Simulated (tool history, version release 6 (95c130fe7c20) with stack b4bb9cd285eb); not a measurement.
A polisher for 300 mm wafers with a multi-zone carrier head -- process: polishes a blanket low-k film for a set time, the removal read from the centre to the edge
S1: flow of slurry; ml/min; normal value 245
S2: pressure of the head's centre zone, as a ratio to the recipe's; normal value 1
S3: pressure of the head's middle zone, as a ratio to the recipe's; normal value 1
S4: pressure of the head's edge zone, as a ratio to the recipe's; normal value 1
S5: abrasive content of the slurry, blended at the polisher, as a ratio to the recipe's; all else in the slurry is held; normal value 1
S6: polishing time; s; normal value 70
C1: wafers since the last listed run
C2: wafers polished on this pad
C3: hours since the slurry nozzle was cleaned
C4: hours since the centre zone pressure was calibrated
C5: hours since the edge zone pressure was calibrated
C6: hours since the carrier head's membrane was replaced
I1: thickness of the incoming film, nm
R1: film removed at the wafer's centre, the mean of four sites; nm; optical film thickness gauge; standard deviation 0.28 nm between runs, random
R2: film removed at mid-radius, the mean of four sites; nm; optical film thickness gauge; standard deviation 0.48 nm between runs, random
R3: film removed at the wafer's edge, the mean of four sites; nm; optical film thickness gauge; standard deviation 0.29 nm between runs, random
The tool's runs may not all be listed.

run     day   S1    S2    S3    S4    S5  S6   C1    C2     C3     C4      C5     C6     I1    R1    R2    R3
  1       0  170     1     1   1.1  0.85  52    0  2643    356  246.4   520.2  404.9  367.1  23.3  23.6  24.8
  2   1.508  160     1  0.93  1.07     1  70  259  2903  392.2  282.6   556.4  441.1  369.7  32.9  32.4  35.6
  3   3.379  190     1     1     1  0.85  70  322  3225  437.1  327.5   601.3    486  375.8  31.6  32.4    32
      5.058  -- worn pad replaced by a new one
  4   5.838  245  0.92     1     1   1.2  70  394   134  496.1  386.5   660.3    545  374.3  35.8  40.5  38.5
      6.496  -- slurry nozzle cleaned
  5   7.333  245  1.07     1     1     1  70  250   384   20.1  422.4   696.2  580.9  376.1    39    37  35.3
  6   9.971  205     1     1     1     1  70  454   839   83.4  485.7   759.5  644.2  367.5  34.9  35.2  34.8
     10.754  -- centre zone pressure recalibrated
  7  12.312  245  0.88     1     1     1  79  389  1228  139.6   37.4   815.7  700.4  367.5  35.8  41.1  39.7
  8  13.904  245     1     1     1     1  70  274  1502  177.8   75.6   853.9  738.6  370.3  36.2  36.1    36
  9  15.988  245     1     1     1     1  70  358  1861  227.8  125.6   903.9  788.6  369.3    36  36.2  35.3
 10  18.671  245  0.88     1     1     1  79  462  2323  292.2    190   968.3    853  369.3  35.7  40.9    40
 11  20.383  185  0.93     1  0.96     1  70  295  2618  333.3  231.1  1009.4  894.1  369.6  31.9  34.6  33.4
     20.717  -- edge zone pressure recalibrated
 12  23.196  210  0.92  0.96     1     1  50  470  3089  400.8  298.6    59.5  961.6  366.4    23    25  25.1

What will run 13 give?
 13  25.046  245   1  0.92  0.89   1  86  318  3407  445.2  343  103.9  1006  373.6   ?   ?   ?

Run 13 gave R1 44.4 nm, R2 42.4 nm, R3 41.5 nm.
Were there no unlogged condition in the tool, this run, its random variation unchanged, would have produced R1 44.4 nm, R2 42.4 nm, R3 41.5 nm.

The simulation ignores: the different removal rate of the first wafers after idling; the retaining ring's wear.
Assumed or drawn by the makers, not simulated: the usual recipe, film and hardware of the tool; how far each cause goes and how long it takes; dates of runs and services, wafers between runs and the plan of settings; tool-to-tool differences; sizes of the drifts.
